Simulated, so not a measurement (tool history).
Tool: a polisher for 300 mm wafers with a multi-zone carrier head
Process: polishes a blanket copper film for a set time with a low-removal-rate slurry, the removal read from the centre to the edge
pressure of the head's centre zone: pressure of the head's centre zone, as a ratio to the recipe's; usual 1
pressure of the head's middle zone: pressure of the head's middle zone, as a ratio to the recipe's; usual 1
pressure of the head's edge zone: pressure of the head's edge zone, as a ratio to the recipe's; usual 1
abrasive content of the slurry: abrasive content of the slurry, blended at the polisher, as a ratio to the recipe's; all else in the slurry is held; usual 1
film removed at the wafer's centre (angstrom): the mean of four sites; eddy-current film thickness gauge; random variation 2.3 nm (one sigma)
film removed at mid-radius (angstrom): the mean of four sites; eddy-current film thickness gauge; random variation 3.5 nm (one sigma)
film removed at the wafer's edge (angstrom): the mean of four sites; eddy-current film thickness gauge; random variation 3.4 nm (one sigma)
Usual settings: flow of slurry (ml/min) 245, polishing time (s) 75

run,hour,flow of slurry (ml/min),pressure of the head's centre zone,pressure of the head's middle zone,pressure of the head's edge zone,abrasive content of the slurry,polishing time (s),"incoming thickness of the incoming film, nm",film removed at the wafer's centre (angstrom),film removed at mid-radius (angstrom),film removed at the wafer's edge (angstrom)
1,0,245,1,0.97,1.04,1.1,56,1255.8,1989,2029,2075
2,66.2,245,1,1,1,1,75,1254.4,2549,2653,2775
# hour 85.7: slurry nozzle cleaned
3,102,245,1,1,1,1,75,1250.4,2812,2855,2886
4,170.5,195,1.11,1,1,1,75,1246.5,2973,2719,2768
5,207.3,330,1,1.04,1,1,75,1258.5,2845,3014,2900
6,254.7,245,1,0.94,1.06,0.9,75,1250.1,2614,2604,2788
7,308,245,1,1,1,0.7,75,1258.3,2391,2489,2441
8,367.9,245,1.04,1,1.06,1,75,1280.7,2760,2725,2845
# hour 383.4: worn pad replaced by a new one
# hour 430.2: centre zone pressure recalibrated
9,437.6,245,1.1,1.09,0.96,1,100,1256.4,3806,3897,3550
10,503.7,320,1,1,1,1,75,1274,2713,2800,2805
11,530.4,245,1,1,1,0.85,75,1259.5,2407,2512,2559
# hour 542.6: slurry nozzle cleaned
12,581.5,215,0.9,1.05,1.11,1,75,1290.7,2455,2934,2964
# hour 589.2: edge zone pressure recalibrated
13,650.2,310,1,1,1,0.9,75,1260.6,2731,2798,2825
# hour 676.6: carrier head's membrane replaced by a new one
14,783.5,245,1.11,1,1,0.85,75,1270,2859,2640,2623
15,844.1,245,0.92,0.89,1,1,75,1275.1,2477,2528,2712
16,902.4,245,1,1,1,1,75,1263.9,2692,2722,2780
# hour 910.6: centre zone pressure recalibrated
# hour 926.7: worn pad replaced by a new one
17,955.6,275,1.07,1,1,1,66,1278.5,2493,2431,2441
18,1002.9,215,0.9,1.05,1.11,1,75,1249,2221,2716,2849
# hour 1009.9: slurry nozzle cleaned
19,1063.8,285,1,1,1,1,75,1252.8,2856,2905,2851
20,1107.8,245,1,1,1,1,75,1280.3,2787,2911,2808

5 ways to go on from here, each from the tool as it stands after run 20. What would each give?
A,1108.2,245,1,1,1,1,75,1277,?,?,?
B,1108.2,305,1.09,1,1,1,75,1277,?,?,?
C,1108.2,215,1,1.07,1,1,75,1277,?,?,?
D,1108.2,165,1.09,1.05,1,1,87,1277,?,?,?
E,1108.2,215,1,0.93,1.06,1,75,1277,?,?,?

run,film removed at the wafer's centre (angstrom),film removed at mid-radius (angstrom),film removed at the wafer's edge (angstrom)
A,2744,2831,2805
B,3078,2903,2859
C,2690,2945,2765
D,3237,3214,3106
E,2688,2616,2848
Without the tool's hidden state the same runs would have given:
run,film removed at the wafer's centre (angstrom),film removed at mid-radius (angstrom),film removed at the wafer's edge (angstrom)
A,2776,2861,2827
B,3107,2927,2877
C,2726,2980,2789
D,3294,3264,3141
E,2724,2648,2874
